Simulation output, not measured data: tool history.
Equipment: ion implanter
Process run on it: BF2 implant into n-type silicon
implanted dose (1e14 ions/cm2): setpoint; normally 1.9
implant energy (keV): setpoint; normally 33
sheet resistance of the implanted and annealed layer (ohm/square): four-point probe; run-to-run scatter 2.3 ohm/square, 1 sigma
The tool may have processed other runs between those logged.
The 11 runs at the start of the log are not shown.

run,hour,implanted dose (1e14 ions/cm2),implant energy (keV),wafers since the last listed run,hours since the last dose calibration,hours since the extraction supply was calibrated,hours since the gauge calibration,"read-back reference wafer on the same gauge, sheet resistance",sheet resistance of the implanted and annealed layer (ohm/square)
12,332.7,1.9,33,400,76.8,4657.9,902.4,484.84,498.77
13,362.2,1.9,33,329,106.3,4687.4,931.9,484.97,497.56
14,387.7,1.9,33,284,131.8,4712.9,957.4,484.82,497.95
# hour 406.7: gauge calibrated
15,420.9,1.9,33,370,165,4746.1,14.2,485.15,496.39
16,442.4,1.9,33,240,186.5,4767.6,35.7,484.18,495.16
17,455.9,1.9,33,150,200,4781.1,49.2,484.95,498.21
18,486.6,2.16,38.5,342,230.7,4811.8,79.9,485.12,439.25
19,505.5,1.9,38,210,249.6,4830.7,98.8,485.4,492.22
20,524.5,1.9,28.5,212,268.6,4849.7,117.8,485.19,506.9
21,544,2.23,41,217,288.1,4869.2,137.3,486.07,423.64
22,556.6,2.27,33,140,300.7,4881.8,149.9,484.81,430.16
23,579.7,1.9,33,257,323.8,4904.9,173,485.54,497.8
24,600.5,1.6,43,231,344.6,4925.7,193.8,484.86,547.2
# hour 608.5: extraction supply calibrated
25,634.4,1.38,39,289,378.5,25.9,227.7,485.36,626.06
26,648.8,2.44,27.5,160,392.9,40.3,242.1,484.86,409.64
27,674.2,1.9,28,283,418.3,65.7,267.5,484.58,506.85
28,754,2.21,39.5,890,498.1,145.5,347.3,485.04,424.31
29,766.3,1.4,33,137,510.4,157.8,359.6,485.67,636.05
30,778.9,2.16,37,140,523,170.4,372.2,484.39,439.31
31,795,1.9,25,179,539.1,186.5,388.3,485.42,517.46
32,827.1,1.9,33,358,571.2,218.6,420.4,484.79,502.11

Consider 3 possible next runs. They are alternatives, not a sequence: every one starts from the tool as it was left by run 32. What does each give?
A,827.5,1.9,24.5,4,571.6,219,420.8,?,?
B,827.5,1.75,36,4,571.6,219,420.8,?,?
C,827.5,2.23,28.5,4,571.6,219,420.8,?,?

run,"read-back reference wafer on the same gauge, sheet resistance",sheet resistance of the implanted and annealed layer (ohm/square)
A,485.33,514.88
B,485.33,525.11
C,485.33,442.84
Without the tool's unlogged condition, the same runs would have read:
run,sheet resistance of the implanted and annealed layer (ohm/square)
A,514.88
B,525.11
C,442.84

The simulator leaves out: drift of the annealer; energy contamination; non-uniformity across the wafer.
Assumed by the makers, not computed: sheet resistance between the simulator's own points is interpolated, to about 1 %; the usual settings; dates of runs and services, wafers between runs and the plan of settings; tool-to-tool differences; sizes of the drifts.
